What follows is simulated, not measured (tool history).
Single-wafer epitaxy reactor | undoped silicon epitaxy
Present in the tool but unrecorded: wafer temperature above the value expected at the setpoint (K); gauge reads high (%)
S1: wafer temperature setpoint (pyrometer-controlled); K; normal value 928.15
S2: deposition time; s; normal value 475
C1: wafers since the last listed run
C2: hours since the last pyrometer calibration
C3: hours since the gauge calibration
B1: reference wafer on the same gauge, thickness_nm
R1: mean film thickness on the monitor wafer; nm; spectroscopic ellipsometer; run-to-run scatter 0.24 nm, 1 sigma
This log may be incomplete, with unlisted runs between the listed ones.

run	hour	S1	S2	C1	C2	C3	B1	R1
1	0.0	917.15	475	0	2092.9	344.3	74.691	77.585
2	43.0	920.15	475	219	2135.9	387.3	74.669	82.452
3	90.5	920.15	475	242	2183.4	434.8	74.707	82.497
4	133.1	920.15	475	217	2226.0	477.4	74.633	82.093
5	169.0	928.15	475	183	2261.9	513.3	74.742	96.415
6	214.7	928.15	475	233	2307.6	559.0	74.715	96.156
7	275.1	922.15	475	308	2368.0	619.4	74.667	86.268
8	332.1	918.15	475	291	2425.0	676.4	74.710	79.662
9	370.7	918.15	475	197	2463.6	715.0	74.725	79.734
10	415.2	928.15	523	227	2508.1	759.5	74.661	106.886
11	486.3	928.15	523	363	2579.2	830.6	74.704	106.551
12	517.0	928.15	475	156	2609.9	861.3	74.654	96.998
13	578.4	928.15	475	313	2671.3	922.7	74.716	97.211
# hour 701.9: pyrometer calibrated
14	730.9	928.15	475	738	29.0	1075.2	74.667	90.939
15	757.4	928.15	475	135	55.5	1101.7	74.632	91.127
16	783.0	928.15	475	130	81.1	1127.3	74.617	91.282
17	839.3	928.15	475	287	137.4	1183.6	74.656	90.964
18	888.5	941.15	433	251	186.6	1232.8	74.771	105.868
19	928.4	935.15	504	204	226.5	1272.7	74.698	110.089
20	960.1	918.15	432	162	258.2	1304.4	74.749	68.404
21	996.1	941.15	567	184	294.2	1340.4	74.623	138.562
22	1023.9	917.15	475	142	322.0	1368.2	74.717	73.674
23	1073.9	928.15	475	255	372.0	1418.2	74.773	91.497
24	1128.2	928.15	475	277	426.3	1472.5	74.684	91.373
25	1182.6	928.15	509	278	480.7	1526.9	74.669	98.114
26	1218.5	917.15	411	183	516.6	1562.8	74.639	63.719
# hour 1226.0: gauge calibrated
27	1257.9	928.15	475	201	556.0	31.9	74.713	91.394
28	1329.5	928.15	540	366	627.6	103.5	74.701	104.011
29	1362.0	935.15	382	166	660.1	136.0	74.681	83.871
30	1425.8	934.15	562	326	723.9	199.8	74.690	121.316
31	1493.7	923.15	475	347	791.8	267.7	74.807	82.950
32	1554.4	928.15	475	310	852.5	328.4	74.713	91.459
33	1588.5	928.15	386	174	886.6	362.5	74.730	74.283
34	1650.7	913.15	389	318	948.8	424.7	74.706	56.264

What was the tool's hidden state at every run in the log?
gauge reads high (%): 0 at every run
H1: wafer temperature above the value expected at the setpoint (K)
run	H1
1	1.86
2	1.93
3	2
4	2.07
5	2.13
6	2.21
7	2.31
8	2.41
9	2.48
10	2.56
11	2.69
12	2.75
13	2.87
14	-0.695
15	-0.694
16	-0.693
17	-0.688
18	-0.683
19	-0.677
20	-0.671
21	-0.664
22	-0.657
23	-0.645
24	-0.629
25	-0.611
26	-0.597
27	-0.582
28	-0.551
29	-0.535
30	-0.503
31	-0.465
32	-0.429
33	-0.407
34	-0.365
